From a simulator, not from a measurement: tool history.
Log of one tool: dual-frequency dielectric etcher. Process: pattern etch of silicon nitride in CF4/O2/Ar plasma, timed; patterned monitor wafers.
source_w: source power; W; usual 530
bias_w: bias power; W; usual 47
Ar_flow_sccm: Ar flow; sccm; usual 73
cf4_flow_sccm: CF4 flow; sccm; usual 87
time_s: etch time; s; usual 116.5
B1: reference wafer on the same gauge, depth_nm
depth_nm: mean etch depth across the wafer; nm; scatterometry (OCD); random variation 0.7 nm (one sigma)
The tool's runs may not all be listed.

run 1 day=0 | source_w=530 bias_w=47 Ar_flow_sccm=73 cf4_flow_sccm=87 time_s=116.5 | B1=265.2 | depth_nm=236
run 2 day=2.292 | source_w=530 bias_w=47 Ar_flow_sccm=73 cf4_flow_sccm=87 time_s=116.5 | B1=264.8 | depth_nm=236.9
run 3 day=6 | source_w=530 bias_w=47 Ar_flow_sccm=73 cf4_flow_sccm=87 time_s=116.5 | B1=264.9 | depth_nm=237.4
-- day=7.808 wet clean of the chamber
run 4 day=9.454 | source_w=530 bias_w=47 Ar_flow_sccm=73 cf4_flow_sccm=87 time_s=116.5 | B1=264.9 | depth_nm=236.5
run 5 day=12.8 | source_w=530 bias_w=47 Ar_flow_sccm=73 cf4_flow_sccm=87 time_s=116.5 | B1=264.9 | depth_nm=237.8
run 6 day=16.4 | source_w=530 bias_w=47 Ar_flow_sccm=73 cf4_flow_sccm=87 time_s=116.5 | B1=264.9 | depth_nm=239.3
run 7 day=18.012 | source_w=530 bias_w=47 Ar_flow_sccm=73 cf4_flow_sccm=87 time_s=116.5 | B1=265.1 | depth_nm=237.9
run 8 day=19.975 | source_w=530 bias_w=47 Ar_flow_sccm=77 cf4_flow_sccm=76 time_s=116.5 | B1=264.9 | depth_nm=232.2
-- day=22.621 upper electrode replaced
run 9 day=23.975 | source_w=530 bias_w=47 Ar_flow_sccm=73 cf4_flow_sccm=87 time_s=116.5 | B1=265 | depth_nm=239.3
-- day=24.788 gauge calibrated
run 10 day=25.892 | source_w=630 bias_w=38 Ar_flow_sccm=61 cf4_flow_sccm=72 time_s=116.5 | B1=264.9 | depth_nm=258.7
run 11 day=28.296 | source_w=530 bias_w=47 Ar_flow_sccm=67 cf4_flow_sccm=87 time_s=116.5 | B1=264.9 | depth_nm=244
-- day=28.958 Ar flow controller replaced
-- day=29.979 CF4 flow controller replaced
run 12 day=30.308 | source_w=530 bias_w=47 Ar_flow_sccm=73 cf4_flow_sccm=87 time_s=85.5 | B1=265 | depth_nm=177
-- day=32.092 wet clean of the chamber
run 13 day=33.083 | source_w=450 bias_w=47 Ar_flow_sccm=78 cf4_flow_sccm=87 time_s=116.5 | B1=265.1 | depth_nm=210.7
-- day=33.917 bias power generator calibrated
-- day=38.212 source power generator calibrated
run 14 day=40.538 | source_w=530 bias_w=47 Ar_flow_sccm=73 cf4_flow_sccm=87 time_s=116.5 | B1=265 | depth_nm=232.1
run 15 day=44.967 | source_w=530 bias_w=38 Ar_flow_sccm=73 cf4_flow_sccm=87 time_s=116.5 | B1=265.1 | depth_nm=219.7
run 16 day=47.558 | source_w=590 bias_w=47 Ar_flow_sccm=56 cf4_flow_sccm=87 time_s=116.5 | B1=265 | depth_nm=265.2
run 17 day=51.608 | source_w=530 bias_w=47 Ar_flow_sccm=73 cf4_flow_sccm=87 time_s=116.5 | B1=265 | depth_nm=233.5
run 18 day=55.429 | source_w=530 bias_w=40 Ar_flow_sccm=59 cf4_flow_sccm=87 time_s=116.5 | B1=265.1 | depth_nm=231.6
run 19 day=57.071 | source_w=410 bias_w=56 Ar_flow_sccm=82 cf4_flow_sccm=87 time_s=116.5 | B1=265 | depth_nm=200.1

4 ways to go on from here, each from the tool as it stands after run 19. What would each give?
run A day=57.088 | source_w=530 bias_w=44 Ar_flow_sccm=73 cf4_flow_sccm=87 time_s=116.5 | B1=? | depth_nm=?
run B day=57.088 | source_w=530 bias_w=47 Ar_flow_sccm=73 cf4_flow_sccm=75 time_s=83.5 | B1=? | depth_nm=?
run C day=57.088 | source_w=570 bias_w=56 Ar_flow_sccm=61 cf4_flow_sccm=106 time_s=116.5 | B1=? | depth_nm=?
run D day=57.088 | source_w=580 bias_w=47 Ar_flow_sccm=73 cf4_flow_sccm=76 time_s=116.5 | B1=? | depth_nm=?

run=A B1=265 depth_nm=229.1
run=B B1=265 depth_nm=163.5
run=C B1=265 depth_nm=273
run=D B1=265 depth_nm=244.3
Without the tool's hidden state the same runs would have given:
run=A depth_nm=227.1
run=B depth_nm=162
run=C depth_nm=270.5
run=D depth_nm=242.1

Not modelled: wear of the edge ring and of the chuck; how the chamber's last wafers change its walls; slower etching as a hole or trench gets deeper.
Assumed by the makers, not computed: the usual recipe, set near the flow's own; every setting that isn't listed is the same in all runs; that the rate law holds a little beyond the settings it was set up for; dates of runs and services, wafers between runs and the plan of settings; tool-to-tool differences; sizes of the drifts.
